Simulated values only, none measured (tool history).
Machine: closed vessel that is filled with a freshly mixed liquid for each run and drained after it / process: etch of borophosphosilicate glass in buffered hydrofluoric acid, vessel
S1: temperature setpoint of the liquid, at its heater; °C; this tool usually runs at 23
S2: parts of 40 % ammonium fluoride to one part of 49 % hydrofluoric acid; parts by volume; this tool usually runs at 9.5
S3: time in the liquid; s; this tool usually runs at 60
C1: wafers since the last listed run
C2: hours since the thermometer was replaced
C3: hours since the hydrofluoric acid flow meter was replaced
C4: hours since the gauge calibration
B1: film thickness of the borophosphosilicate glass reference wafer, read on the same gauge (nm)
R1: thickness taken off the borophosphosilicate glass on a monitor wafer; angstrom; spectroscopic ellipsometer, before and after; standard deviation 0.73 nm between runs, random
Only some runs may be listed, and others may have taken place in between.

| run | day | S1 | S2 | S3 | C1 | C2 | C3 | C4 | B1 | R1 |
|---|---|---|---|---|---|---|---|---|---|---|
| 1 | 0 | 23 | 9.5 | 60 | 0 | 2265.8 | 140.4 | 304.1 | 110 | 724.1 |
| 2 | 2.738 | 23 | 9.5 | 60 | 5208 | 2331.5 | 206.1 | 369.8 | 110.02 | 716.3 |
| 3 | 4.412 | 23 | 10.5 | 60 | 3187 | 2371.7 | 246.3 | 410 | 110.01 | 677.6 |
| 4 | 6.742 | 23 | 7 | 60 | 4431 | 2427.6 | 302.2 | 465.9 | 110.04 | 987.8 |
| 5 | 7.9 | 23 | 7 | 60 | 2204 | 2455.4 | 330 | 493.7 | 109.95 | 994.8 |
| 6 | 9.754 | 23 | 9.5 | 60 | 3528 | 2499.9 | 374.5 | 538.2 | 109.96 | 732.5 |
| 7 | 12.433 | 23 | 9.5 | 60 | 5097 | 2564.2 | 438.8 | 602.5 | 109.94 | 725 |
| 8 | 14.921 | 25.5 | 9.5 | 60 | 4733 | 2623.9 | 498.5 | 662.2 | 109.96 | 834.5 |
|  | 15.492 | thermometer replaced |
|  | 16.758 | hydrofluoric acid flow meter replaced |
| 9 | 22.629 | 25.5 | 9.5 | 60 | 14508 | 171.3 | 140.9 | 847.2 | 110.01 | 785.5 |
| 10 | 23.992 | 25.5 | 9.5 | 60 | 2592 | 204 | 173.6 | 879.9 | 110.01 | 793.1 |
|  | 24.2 | thermometer replaced, repeated, since the last time left the tool worse |
|  | 24.438 | gauge calibrated |
| 11 | 26.042 | 21.5 | 11.5 | 60 | 3821 | 44.2 | 222.8 | 38.5 | 109.97 | 622.6 |
| 12 | 28.671 | 23 | 7 | 60 | 5002 | 107.3 | 285.9 | 101.6 | 110 | 1097.7 |
| 13 | 30.854 | 23 | 9.5 | 60 | 4154 | 159.7 | 338.3 | 154 | 109.97 | 821.5 |
| 14 | 32.279 | 26 | 8 | 60 | 2711 | 193.9 | 372.5 | 188.2 | 110.01 | 1123.3 |
| 15 | 33.996 | 18.5 | 6.5 | 75 | 3266 | 235.1 | 413.7 | 229.4 | 109.99 | 1134.7 |
| 16 | 36.867 | 23 | 9.5 | 60 | 5462 | 304 | 482.6 | 298.3 | 109.97 | 799.7 |
|  | 38.312 | hydrofluoric acid flow meter replaced |
| 17 | 38.512 | 23 | 7 | 50 | 3052 | 343.5 | 4.8 | 337.8 | 109.96 | 899 |
| 18 | 40.033 | 23 | 9.5 | 60 | 2893 | 380 | 41.3 | 374.3 | 109.99 | 796.1 |
| 19 | 42.408 | 26 | 9.5 | 70 | 4519 | 437 | 98.3 | 431.3 | 110 | 1106.9 |
| 20 | 44.629 | 23 | 11 | 40 | 4225 | 490.3 | 151.6 | 484.6 | 109.97 | 467.5 |
| 21 | 46.5 | 23 | 12.5 | 60 | 3559 | 535.2 | 196.5 | 529.5 | 110.02 | 620.1 |
| 22 | 48.338 | 25 | 12 | 85 | 3496 | 579.3 | 240.6 | 573.6 | 109.94 | 1016.5 |
| 23 | 49.662 | 28 | 9.5 | 95 | 2521 | 611.1 | 272.4 | 605.4 | 110.01 | 1630.7 |

The same runs without the tool's hidden state, with the same run-to-run variation:
The hidden state here: liquid colder than its thermometer reads (K); hydrofluoric acid flow above the setpoint (%); gauge reads high (%).
| run | R1 |
|---|---|
| 1 | 798.3 |
| 2 | 791.9 |
| 3 | 750.4 |
| 4 | 1095.9 |
| 5 | 1104.9 |
| 6 | 815.2 |
| 7 | 809 |
| 8 | 931.6 |
| 9 | 934.4 |
| 10 | 945 |
| 11 | 625 |
| 12 | 1104.2 |
| 13 | 828.2 |
| 14 | 1133.5 |
| 15 | 1147.4 |
| 16 | 810.6 |
| 17 | 912.7 |
| 18 | 809.6 |
| 19 | 1127.8 |
| 20 | 477.5 |
| 21 | 634.4 |
| 22 | 1041.3 |
| 23 | 1671.5 |
